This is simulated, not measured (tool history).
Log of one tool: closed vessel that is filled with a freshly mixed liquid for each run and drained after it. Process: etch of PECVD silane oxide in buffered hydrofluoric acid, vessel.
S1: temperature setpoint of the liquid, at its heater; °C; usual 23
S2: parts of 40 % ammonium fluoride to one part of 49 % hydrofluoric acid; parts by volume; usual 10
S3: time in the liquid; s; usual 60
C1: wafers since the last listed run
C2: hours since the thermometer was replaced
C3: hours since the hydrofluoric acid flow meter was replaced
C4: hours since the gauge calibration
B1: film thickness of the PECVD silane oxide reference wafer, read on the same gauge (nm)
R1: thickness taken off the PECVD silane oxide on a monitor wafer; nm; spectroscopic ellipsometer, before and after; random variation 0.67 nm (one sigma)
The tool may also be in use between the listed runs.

run,hour,S1,S2,S3,C1,C2,C3,C4,B1,R1
1,0,23,10,60,0,507.8,1800.4,1069,90.01,199.89
2,61,24.5,10,60,5520,568.8,1861.4,1130,90,218.61
3,124.9,24.5,10,60,5782,632.7,1925.3,1193.9,90.02,218.5
4,189.6,23,10,60,5855,697.4,1990,1258.6,90,201.88
5,233.4,23,10,60,3963,741.2,2033.8,1302.4,90.01,202.05
6,265,23,10,60,2859,772.8,2065.4,1334,89.99,202.62
# hour 284.1: thermometer replaced
7,303.9,23,10,60,3429,19.8,2104.3,1372.9,90,210.6
# hour 309.7: hydrofluoric acid flow meter replaced
8,375.8,23,10,60,6416,91.7,66.1,1444.8,90.02,210.63
9,445.2,23,10,85,6280,161.1,135.5,1514.2,90.02,303.14
10,503.5,23,10,85,5275,219.4,193.8,1572.5,90,303.24
11,534.5,23,10,85,2805,250.4,224.8,1603.5,89.98,304.42
12,597.5,19.5,8,40,5701,313.4,287.8,1666.5,90,143.68
# hour 624: thermometer replaced, repeated, since the last time left the tool worse
13,667.6,23,10,60,6253,43.6,357.9,1736.6,90.02,194.01
14,695,20,12,85,2479,71,385.3,1764,90.01,194.95
15,733.9,23,10,60,3520,109.9,424.2,1802.9,90,192.84
# hour 736.4: gauge calibrated
16,791.7,23,7,60,5230,167.7,482,55.3,89.99,273.94
17,826.7,23,10,90,3167,202.7,517,90.3,90,289.87
18,878.1,20.5,13,40,4651,254.1,568.4,141.7,90,88.23
19,930.8,20,10,60,4769,306.8,621.1,194.4,90.01,166.45
20,980.4,25.5,7.5,30,4488,356.4,670.7,244,90.01,146.55
21,1016.7,23,10,60,3285,392.7,707,280.3,90,198.14
22,1084.6,19.5,10,60,6144,460.6,774.9,348.2,90.01,164.52
23,1122,24.5,10,30,3384,498,812.3,385.6,90,108.09
24,1183.2,25.5,10,60,5538,559.2,873.5,446.8,90.01,228.12
25,1211.3,19,10,60,2542,587.3,901.6,474.9,89.99,159.88
26,1255.9,18,8,60,4036,631.9,946.2,519.5,90,183.03
27,1299.4,21.5,8.5,50,3936,675.4,989.7,563,90.03,174.94
# hour 1352.6: thermometer replaced
28,1371.1,23,10,60,6398,18.5,1061.4,634.7,89.98,192.98
29,1435.3,23,10,60,5809,82.7,1125.6,698.9,89.99,194.57
30,1491.1,25,10,35,5049,138.5,1181.4,754.7,89.99,126.11
31,1553.5,24.5,10,45,5647,200.9,1243.8,817.1,90.01,158.67
32,1612.8,23,10,60,5366,260.2,1303.1,876.4,90,196.16

4 ways to go on from here, each from the tool as it stands after run 32. What would each give?
A,1613.5,23,13,60,63,260.9,1303.8,877.1,?,?
B,1613.5,21.5,12,45,63,260.9,1303.8,877.1,?,?
C,1613.5,21.5,13,35,63,260.9,1303.8,877.1,?,?
D,1613.5,26,10,45,63,260.9,1303.8,877.1,?,?

run,B1,R1
A,89.99,151.33
B,89.99,113.01
C,89.99,81.27
D,89.99,172.52
Without the tool's hidden state the same runs would have given:
run,R1
A,148.61
B,110.96
C,79.8
D,169.49
